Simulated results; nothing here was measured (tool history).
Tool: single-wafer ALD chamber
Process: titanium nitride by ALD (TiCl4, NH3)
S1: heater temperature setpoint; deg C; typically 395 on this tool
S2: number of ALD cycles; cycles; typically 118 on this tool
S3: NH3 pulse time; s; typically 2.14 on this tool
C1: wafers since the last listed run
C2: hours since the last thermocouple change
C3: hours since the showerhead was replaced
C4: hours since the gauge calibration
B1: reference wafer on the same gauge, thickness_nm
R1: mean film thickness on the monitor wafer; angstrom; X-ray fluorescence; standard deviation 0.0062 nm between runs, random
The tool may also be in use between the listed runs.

Run 1, hour 0: usual settings; C1 0; C2 358.6; C3 4598.9; C4 197.1; B1 2.087. Result: R1 25 angstrom.
Run 2, hour 29: usual settings; C1 81; C2 387.6; C3 4627.9; C4 226.1; B1 2.088. Result: R1 24.91 angstrom.
Run 3, hour 126.2: usual settings but S1 399 deg C, S3 1.51 s; C1 274; C2 484.8; C3 4725.1; C4 323.3; B1 2.093. Result: R1 24.82 angstrom.
Run 4, hour 139.7: usual settings but S1 399 deg C, S3 1.51 s; C1 38; C2 498.3; C3 4738.6; C4 336.8; B1 2.094. Result: R1 24.83 angstrom.
Run 5, hour 152.6: usual settings but S1 399 deg C, S3 1.51 s; C1 36; C2 511.2; C3 4751.5; C4 349.7; B1 2.094. Result: R1 24.78 angstrom.
Run 6, hour 166.3: usual settings but S1 388 deg C; C1 38; C2 524.9; C3 4765.2; C4 363.4; B1 2.096. Result: R1 24.87 angstrom.
Run 7, hour 180.2: usual settings but S1 389 deg C; C1 39; C2 538.8; C3 4779.1; C4 377.3; B1 2.097. Result: R1 24.81 angstrom.
Run 8, hour 197.3: usual settings but S1 389 deg C; C1 48; C2 555.9; C3 4796.2; C4 394.4; B1 2.098. Result: R1 24.85 angstrom.
Run 9, hour 216.7: usual settings but S1 389 deg C; C1 54; C2 575.3; C3 4815.6; C4 413.8; B1 2.098. Result: R1 25.03 angstrom.
Run 10, hour 242.8: usual settings; C1 73; C2 601.4; C3 4841.7; C4 439.9; B1 2.099. Result: R1 25.2 angstrom.
At hour 254.8: showerhead replaced.
Run 11, hour 271: usual settings but S3 2.59 s; C1 57; C2 629.6; C3 16.2; C4 468.1; B1 2.102. Result: R1 25.22 angstrom.
Run 12, hour 285.2: usual settings but S3 2.59 s; C1 40; C2 643.8; C3 30.4; C4 482.3; B1 2.101. Result: R1 25.17 angstrom.
Run 13, hour 324.5: usual settings but S3 2.59 s; C1 111; C2 683.1; C3 69.7; C4 521.6; B1 2.103. Result: R1 25.29 angstrom.
Run 14, hour 351.3: usual settings but S1 399 deg C; C1 75; C2 709.9; C3 96.5; C4 548.4; B1 2.106. Result: R1 25.19 angstrom.
Run 15, hour 376.2: usual settings but S1 384 deg C, S3 1.91 s; C1 70; C2 734.8; C3 121.4; C4 573.3; B1 2.107. Result: R1 24.87 angstrom.
Run 16, hour 406.1: usual settings; C1 84; C2 764.7; C3 151.3; C4 603.2; B1 2.108. Result: R1 25.23 angstrom.
Run 17, hour 419.3: usual settings but S1 390 deg C, S2 104 cycles, S3 1.66 s; C1 37; C2 777.9; C3 164.5; C4 616.4; B1 2.11. Result: R1 22 angstrom.
Run 18, hour 444.4: usual settings but S1 390 deg C, S3 2.85 s; C1 70; C2 803; C3 189.6; C4 641.5; B1 2.11. Result: R1 25.4 angstrom.
At hour 459.4: thermocouple changed; heater temperature recalibrated.
At hour 474.6: gauge calibrated.
Run 19, hour 475.4: usual settings but S1 400 deg C, S3 2.84 s; C1 65; C2 16; C3 220.6; C4 0.8; B1 2.085. Result: R1 25.18 angstrom.
Run 20, hour 505: usual settings but S1 382 deg C, S2 101 cycles, S3 2.58 s; C1 83; C2 45.6; C3 250.2; C4 30.4; B1 2.087. Result: R1 21.34 angstrom.
Run 21, hour 527.9: usual settings but S1 400 deg C, S3 2.51 s; C1 64; C2 68.5; C3 273.1; C4 53.3; B1 2.089. Result: R1 25.23 angstrom.
Run 22, hour 598: usual settings but S1 380 deg C, S2 107 cycles, S3 2.65 s; C1 198; C2 138.6; C3 343.2; C4 123.4; B1 2.092. Result: R1 22.55 angstrom.
Run 23, hour 620.6: usual settings but S1 402 deg C; C1 63; C2 161.2; C3 365.8; C4 146; B1 2.093. Result: R1 25.11 angstrom.
Run 24, hour 634.9: usual settings but S1 383 deg C, S3 1.49 s; C1 40; C2 175.5; C3 380.1; C4 160.3; B1 2.094. Result: R1 24.52 angstrom.
Run 25, hour 653.2: usual settings; C1 51; C2 193.8; C3 398.4; C4 178.6; B1 2.095. Result: R1 25.12 angstrom.
Run 26, hour 676.7: usual settings but S3 2.59 s; C1 66; C2 217.3; C3 421.9; C4 202.1; B1 2.097. Result: R1 25.16 angstrom.
Run 27, hour 707.6: usual settings but S1 387 deg C, S2 131 cycles; C1 87; C2 248.2; C3 452.8; C4 233; B1 2.098. Result: R1 27.6 angstrom.
Run 28, hour 726.4: usual settings but S1 385 deg C, S3 2.95 s; C1 53; C2 267; C3 471.6; C4 251.8; B1 2.1. Result: R1 25.22 angstrom.
Run 29, hour 743: usual settings; C1 46; C2 283.6; C3 488.2; C4 268.4; B1 2.1. Result: R1 25.06 angstrom.

How would selected steps in R1 from run to run divide? Give the signed amount a tool lacking its hidden state would still show from settings, what came in and random variation, and the signed amount left for the hidden state, including any gauge scatter that is not in both of the compared results.
What the log doesn't record here: wafer temperature above the value expected at the setpoint (K); gauge reads high (%).
Run 17 -> 18: S2 104 -> 118, S3 1.66 -> 2.85. R1 +3.4 angstrom: hidden state +0.06, all else +3.34.
Run 18 -> 19: S1 390 -> 400, S3 2.85 -> 2.84, thermocouple changed; heater temperature recalibrated, gauge calibrated. R1 -0.22 angstrom: hidden state -0.3, all else +0.08.
Run 19 -> 20: S1 400 -> 382, S2 118 -> 101, S3 2.84 -> 2.58. R1 -3.84 angstrom: hidden state +0, all else -3.84.
Run 20 -> 21: S1 382 -> 400, S2 101 -> 118, S3 2.58 -> 2.51. R1 +3.89 angstrom: hidden state +0.03, all else +3.86.
